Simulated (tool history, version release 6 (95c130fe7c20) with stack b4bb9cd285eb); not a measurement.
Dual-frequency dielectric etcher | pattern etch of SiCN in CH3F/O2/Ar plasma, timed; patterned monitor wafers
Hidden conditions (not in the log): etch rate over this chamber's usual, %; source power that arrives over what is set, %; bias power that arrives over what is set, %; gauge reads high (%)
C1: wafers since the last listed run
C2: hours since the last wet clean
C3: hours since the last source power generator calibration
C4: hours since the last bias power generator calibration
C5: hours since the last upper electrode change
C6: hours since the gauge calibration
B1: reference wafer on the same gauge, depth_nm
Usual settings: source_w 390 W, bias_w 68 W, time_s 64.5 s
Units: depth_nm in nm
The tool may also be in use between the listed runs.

{"run": 1, "hour": 0.0, "source_w": 390, "bias_w": 68, "time_s": 78.0, "C1": 0, "C2": 433.9, "C3": 2545.2, "C4": 3238.9, "C5": 5427.9, "C6": 34.8, "B1": 28.53, "depth_nm": 30.67}
{"run": 2, "hour": 9.9, "source_w": 390, "bias_w": 68, "time_s": 78.0, "C1": 120, "C2": 443.8, "C3": 2555.1, "C4": 3248.8, "C5": 5437.8, "C6": 44.7, "B1": 28.51, "depth_nm": 30.49}
{"run": 3, "hour": 16.9, "source_w": 390, "bias_w": 68, "time_s": 64.5, "C1": 84, "C2": 450.8, "C3": 2562.1, "C4": 3255.8, "C5": 5444.8, "C6": 51.7, "B1": 28.47, "depth_nm": 25.46}
{"run": 4, "hour": 24.4, "source_w": 390, "bias_w": 68, "time_s": 64.5, "C1": 91, "C2": 458.3, "C3": 2569.6, "C4": 3263.3, "C5": 5452.3, "C6": 59.2, "B1": 28.48, "depth_nm": 25.44}
{"run": 5, "hour": 31.4, "source_w": 390, "bias_w": 68, "time_s": 64.5, "C1": 84, "C2": 465.3, "C3": 2576.6, "C4": 3270.3, "C5": 5459.3, "C6": 66.2, "B1": 28.54, "depth_nm": 25.37}
{"run": 6, "hour": 48.1, "source_w": 390, "bias_w": 68, "time_s": 53.5, "C1": 202, "C2": 482.0, "C3": 2593.3, "C4": 3287.0, "C5": 5476.0, "C6": 82.9, "B1": 28.57, "depth_nm": 21.13}
{"run": 7, "hour": 64.5, "source_w": 390, "bias_w": 68, "time_s": 53.5, "C1": 199, "C2": 498.4, "C3": 2609.7, "C4": 3303.4, "C5": 5492.4, "C6": 99.3, "B1": 28.51, "depth_nm": 20.88}
{"hour": 122.9, "done": "upper electrode replaced"}
{"run": 8, "hour": 123.4, "source_w": 410, "bias_w": 68, "time_s": 73.0, "C1": 423, "C2": 557.3, "C3": 2668.6, "C4": 3362.3, "C5": 0.5, "C6": 158.2, "B1": 28.49, "depth_nm": 29.89}
{"run": 9, "hour": 128.3, "source_w": 410, "bias_w": 68, "time_s": 73.0, "C1": 59, "C2": 562.2, "C3": 2673.5, "C4": 3367.2, "C5": 5.4, "C6": 163.1, "B1": 28.53, "depth_nm": 29.98}
{"run": 10, "hour": 137.5, "source_w": 410, "bias_w": 68, "time_s": 73.0, "C1": 111, "C2": 571.4, "C3": 2682.7, "C4": 3376.4, "C5": 14.6, "C6": 172.3, "B1": 28.49, "depth_nm": 30.03}
{"run": 11, "hour": 146.9, "source_w": 450, "bias_w": 68, "time_s": 79.0, "C1": 114, "C2": 580.8, "C3": 2692.1, "C4": 3385.8, "C5": 24.0, "C6": 181.7, "B1": 28.51, "depth_nm": 33.99}
{"hour": 151.9, "done": "bias power generator calibrated"}
{"run": 12, "hour": 171.3, "source_w": 390, "bias_w": 82, "time_s": 64.5, "C1": 247, "C2": 605.2, "C3": 2716.5, "C4": 19.4, "C5": 48.4, "C6": 206.1, "B1": 28.5, "depth_nm": 27.36}
{"run": 13, "hour": 184.4, "source_w": 470, "bias_w": 77, "time_s": 71.0, "C1": 158, "C2": 618.3, "C3": 2729.6, "C4": 32.5, "C5": 61.5, "C6": 219.2, "B1": 28.45, "depth_nm": 32.8}
{"hour": 194.7, "done": "gauge calibrated"}
{"run": 14, "hour": 196.9, "source_w": 310, "bias_w": 82, "time_s": 73.5, "C1": 151, "C2": 630.8, "C3": 2742.1, "C4": 45.0, "C5": 74.0, "C6": 2.2, "B1": 28.45, "depth_nm": 26.98}
{"run": 15, "hour": 210.1, "source_w": 390, "bias_w": 74, "time_s": 64.5, "C1": 160, "C2": 644.0, "C3": 2755.3, "C4": 58.2, "C5": 87.2, "C6": 15.4, "B1": 28.47, "depth_nm": 26.62}
{"hour": 230.7, "done": "source power generator calibrated"}
{"hour": 236.6, "done": "wet clean of the chamber"}
{"run": 16, "hour": 237.1, "source_w": 310, "bias_w": 82, "time_s": 48.0, "C1": 207, "C2": 0.5, "C3": 6.4, "C4": 85.2, "C5": 114.2, "C6": 42.4, "B1": 28.51, "depth_nm": 16.67}
{"run": 17, "hour": 237.5, "source_w": 390, "bias_w": 68, "time_s": 53.5, "C1": 4, "C2": 0.9, "C3": 6.8, "C4": 85.6, "C5": 114.6, "C6": 42.8, "B1": 28.56, "depth_nm": 20.27}
{"run": 18, "hour": 277.3, "source_w": 360, "bias_w": 56, "time_s": 50.5, "C1": 483, "C2": 40.7, "C3": 46.6, "C4": 125.4, "C5": 154.4, "C6": 82.6, "B1": 28.42, "depth_nm": 17.13}
{"run": 19, "hour": 294.4, "source_w": 390, "bias_w": 68, "time_s": 54.0, "C1": 207, "C2": 57.8, "C3": 63.7, "C4": 142.5, "C5": 171.5, "C6": 99.7, "B1": 28.52, "depth_nm": 20.27}
{"run": 20, "hour": 302.4, "source_w": 390, "bias_w": 68, "time_s": 64.5, "C1": 97, "C2": 65.8, "C3": 71.7, "C4": 150.5, "C5": 179.5, "C6": 107.7, "B1": 28.48, "depth_nm": 24.77}
{"run": 21, "hour": 313.0, "source_w": 390, "bias_w": 68, "time_s": 64.5, "C1": 128, "C2": 76.4, "C3": 82.3, "C4": 161.1, "C5": 190.1, "C6": 118.3, "B1": 28.51, "depth_nm": 24.72}

Exercise: give the hidden state of the tool at every run:
source power that arrives over what is set, %: 0 on each run
bias power that arrives over what is set, %: 0 on each run
gauge reads high (%): 0 on each run
H1: etch rate over this chamber's usual, %
run=1 H1=4.07
run=2 H1=4.16
run=3 H1=4.23
run=4 H1=4.29
run=5 H1=4.36
run=6 H1=4.51
run=7 H1=4.65
run=8 H1=5.18
run=9 H1=5.22
run=10 H1=5.31
run=11 H1=5.39
run=12 H1=5.61
run=13 H1=5.73
run=14 H1=5.84
run=15 H1=5.96
run=16 H1=-0.00565
run=17 H1=-0.00207
run=18 H1=0.354
run=19 H1=0.507
run=20 H1=0.579
run=21 H1=0.674

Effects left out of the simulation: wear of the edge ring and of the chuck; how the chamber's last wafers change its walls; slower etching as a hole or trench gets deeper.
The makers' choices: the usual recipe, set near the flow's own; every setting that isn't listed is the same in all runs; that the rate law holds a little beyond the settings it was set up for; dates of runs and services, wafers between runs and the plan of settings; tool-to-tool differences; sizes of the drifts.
